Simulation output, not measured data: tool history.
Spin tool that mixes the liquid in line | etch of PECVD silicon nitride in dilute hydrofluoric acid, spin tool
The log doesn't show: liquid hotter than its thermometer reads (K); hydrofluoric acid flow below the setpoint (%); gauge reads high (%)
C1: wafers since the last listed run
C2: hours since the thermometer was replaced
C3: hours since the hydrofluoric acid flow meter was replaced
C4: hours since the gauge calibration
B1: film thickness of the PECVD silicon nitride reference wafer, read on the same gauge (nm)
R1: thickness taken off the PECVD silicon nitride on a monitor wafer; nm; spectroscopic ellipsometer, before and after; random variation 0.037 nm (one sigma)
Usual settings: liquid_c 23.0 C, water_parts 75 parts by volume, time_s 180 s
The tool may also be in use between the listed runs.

Run 1, hour 0.0: usual settings; C1 0; C2 1490.8; C3 785.3; C4 527.2; B1 50.006. Result: R1 4.720 nm.
Run 2, hour 17.1: usual settings but water_parts 60 parts by volume; C1 159; C2 1507.9; C3 802.4; C4 544.3; B1 50.032. Result: R1 5.866 nm.
Run 3, hour 29.7: usual settings but water_parts 60 parts by volume; C1 117; C2 1520.5; C3 815.0; C4 556.9; B1 49.983. Result: R1 5.902 nm.
Run 4, hour 42.1: usual settings but water_parts 60 parts by volume; C1 115; C2 1532.9; C3 827.4; C4 569.3; B1 49.967. Result: R1 5.819 nm.
Run 5, hour 55.0: usual settings but liquid_c 20.5 C, time_s 235 s; C1 120; C2 1545.8; C3 840.3; C4 582.2; B1 50.033. Result: R1 5.179 nm.
Run 6, hour 70.0: usual settings but liquid_c 20.5 C, time_s 235 s; C1 139; C2 1560.8; C3 855.3; C4 597.2; B1 50.013. Result: R1 5.166 nm.
Run 7, hour 85.4: usual settings; C1 143; C2 1576.2; C3 870.7; C4 612.6; B1 49.991. Result: R1 4.688 nm.
Run 8, hour 94.4: usual settings; C1 83; C2 1585.2; C3 879.7; C4 621.6; B1 49.985. Result: R1 4.696 nm.
At hour 95.5: gauge calibrated.
Run 9, hour 103.0: usual settings but liquid_c 26.0 C, time_s 100 s; C1 80; C2 1593.8; C3 888.3; C4 7.5; B1 49.942. Result: R1 3.205 nm.
Run 10, hour 117.7: usual settings but time_s 250 s; C1 137; C2 1608.5; C3 903.0; C4 22.2; B1 50.000. Result: R1 6.379 nm.
Run 11, hour 125.1: usual settings; C1 69; C2 1615.9; C3 910.4; C4 29.6; B1 50.004. Result: R1 4.640 nm.
Run 12, hour 140.1: usual settings but water_parts 90 parts by volume, time_s 125 s; C1 139; C2 1630.9; C3 925.4; C4 44.6; B1 49.988. Result: R1 2.742 nm.
Run 13, hour 155.4: usual settings but water_parts 85 parts by volume, time_s 105 s; C1 142; C2 1646.2; C3 940.7; C4 59.9; B1 50.009. Result: R1 2.453 nm.
Run 14, hour 190.7: usual settings but liquid_c 26.5 C, water_parts 65 parts by volume, time_s 280 s; C1 329; C2 1681.5; C3 976.0; C4 95.2; B1 50.001. Result: R1 10.288 nm.
Run 15, hour 202.7: usual settings but water_parts 85 parts by volume, time_s 235 s; C1 111; C2 1693.5; C3 988.0; C4 107.2; B1 50.021. Result: R1 5.479 nm.
Run 16, hour 212.6: usual settings but liquid_c 27.5 C, water_parts 105 parts by volume, time_s 260 s; C1 92; C2 1703.4; C3 997.9; C4 117.1; B1 49.968. Result: R1 6.421 nm.
At hour 228.6: thermometer replaced.
Run 17, hour 229.1: usual settings but water_parts 65 parts by volume, time_s 210 s; C1 144; C2 0.5; C3 1014.4; C4 133.6; B1 49.997. Result: R1 5.284 nm.
Run 18, hour 242.3: usual settings but water_parts 115 parts by volume; C1 123; C2 13.7; C3 1027.6; C4 146.8; B1 49.999. Result: R1 2.571 nm.
Run 19, hour 254.4: usual settings but liquid_c 26.5 C, water_parts 55 parts by volume; C1 112; C2 25.8; C3 1039.7; C4 158.9; B1 50.028. Result: R1 6.623 nm.
At hour 257.5: hydrofluoric acid flow meter replaced.
Run 20, hour 271.9: usual settings but water_parts 85 parts by volume; C1 153; C2 43.3; C3 14.4; C4 176.4; B1 49.974. Result: R1 3.948 nm.
Run 21, hour 278.1: usual settings; C1 57; C2 49.5; C3 20.6; C4 182.6; B1 49.977. Result: R1 4.431 nm.
Run 22, hour 285.2: usual settings but liquid_c 21.0 C, water_parts 95 parts by volume, time_s 95 s; C1 66; C2 56.6; C3 27.7; C4 189.7; B1 49.959. Result: R1 1.631 nm.
Run 23, hour 291.7: usual settings; C1 60; C2 63.1; C3 34.2; C4 196.2; B1 50.010. Result: R1 4.436 nm.
Run 24, hour 306.3: usual settings but liquid_c 20.0 C, water_parts 50 parts by volume, time_s 275 s; C1 136; C2 77.7; C3 48.8; C4 210.8; B1 50.025. Result: R1 8.237 nm.
Run 25, hour 315.0: usual settings; C1 81; C2 86.4; C3 57.5; C4 219.5; B1 50.029. Result: R1 4.478 nm.
Run 26, hour 329.0: usual settings; C1 130; C2 100.4; C3 71.5; C4 233.5; B1 49.951. Result: R1 4.405 nm.
Run 27, hour 341.0: usual settings; C1 111; C2 112.4; C3 83.5; C4 245.5; B1 49.991. Result: R1 4.539 nm.
Run 28, hour 358.1: usual settings but time_s 150 s; C1 159; C2 129.5; C3 100.6; C4 262.6; B1 49.978. Result: R1 3.715 nm.

The next listed run, before its measurement:
Run 29, hour 370.9: usual settings but liquid_c 21.0 C, water_parts 105 parts by volume, time_s 70 s; C1 119; C2 142.3; C3 113.4; C4 275.4; B1 ?. Result: R1 ?.

Run 29 gave B1 49.987, R1 1.092 nm.
Without the tool's hidden state the same run would have given R1 1.106 nm.
